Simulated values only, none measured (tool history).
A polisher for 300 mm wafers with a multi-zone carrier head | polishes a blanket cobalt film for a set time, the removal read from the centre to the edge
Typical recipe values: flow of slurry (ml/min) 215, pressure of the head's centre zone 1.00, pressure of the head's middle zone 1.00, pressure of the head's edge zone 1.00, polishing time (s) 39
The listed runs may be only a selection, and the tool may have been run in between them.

run,hour,flow of slurry (ml/min),pressure of the head's centre zone,pressure of the head's middle zone,pressure of the head's edge zone,polishing time (s),"incoming thickness of the incoming film, nm",film removed at the wafer's centre (angstrom),film removed at mid-radius (angstrom),film removed at the wafer's edge (angstrom)
1,0.0,215,1.00,1.00,1.00,39,1465.5,2992,2968,2911
# hour 10.9: worn pad replaced by a new one
2,12.9,215,1.00,1.00,1.00,39,1490.7,3136,3134,3036
3,24.5,215,1.00,0.91,1.00,39,1495.1,3127,2927,3066
4,33.5,215,1.00,0.91,1.00,39,1479.9,3117,2892,3092
5,40.5,215,1.00,0.91,1.00,39,1469.1,3137,2881,3064
6,53.3,170,1.00,1.00,1.00,39,1480.8,3024,3000,2964
# hour 65.4: carrier head's membrane replaced by a new one
7,70.2,215,1.00,1.00,1.00,39,1483.9,3027,3108,2983
8,79.4,250,1.00,1.00,1.00,39,1477.0,3076,3041,2974
9,88.8,215,1.00,1.00,1.07,39,1483.6,3002,2988,2992
# hour 91.2: slurry nozzle cleaned
10,96.2,215,1.00,1.00,1.07,39,1476.7,2982,3042,2944
# hour 107.6: worn pad replaced by a new one
11,113.2,190,1.00,1.00,0.95,43,1443.5,2901,3033,2785
12,123.4,160,1.00,0.97,1.00,39,1466.3,2628,2576,2555
# hour 135.5: edge zone pressure recalibrated
13,136.0,215,1.00,1.00,1.07,39,1477.9,2689,2716,2741
# hour 147.8: worn pad replaced by a new one, repeated, since the last time left the tool worse
14,148.3,215,1.00,0.89,1.00,33,1447.1,2609,2391,2571
15,155.1,260,0.91,1.00,1.11,28,1488.4,2077,2210,2326
# hour 161.8: centre zone pressure recalibrated
16,169.4,215,1.00,0.88,1.00,30,1470.7,2412,2184,2312
17,178.6,145,1.00,1.00,0.88,39,1461.9,2978,3024,2729
18,185.6,215,1.00,1.00,1.00,39,1460.6,3083,3084,2993
19,193.8,215,1.00,1.00,1.00,39,1479.0,3076,3062,2965
20,206.0,240,1.00,1.00,1.05,46,1477.0,3629,3573,3564

Alternative continuations, all from the tool just after run 20; predict every row:
A,206.4,215,1.00,1.00,1.00,39,1460.5,?,?,?
B,206.4,250,1.08,1.00,0.90,32,1460.5,?,?,?
C,206.4,175,1.00,1.00,1.07,25,1460.5,?,?,?
D,206.4,180,1.00,1.00,1.00,25,1460.5,?,?,?
E,206.4,175,1.00,1.11,1.00,39,1460.5,?,?,?

run,film removed at the wafer's centre (angstrom),film removed at mid-radius (angstrom),film removed at the wafer's edge (angstrom)
A,3022,2993,2879
B,2706,2490,2271
C,1894,1880,1880
D,1900,1886,1822
E,2957,3206,2832
The same runs, with their run-to-run variation unchanged, on a tool lacking any hidden condition would have given:
run,film removed at the wafer's centre (angstrom),film removed at mid-radius (angstrom),film removed at the wafer's edge (angstrom)
A,3166,3136,3016
B,2835,2608,2379
C,1984,1970,1969
D,1991,1975,1909
E,3098,3358,2967
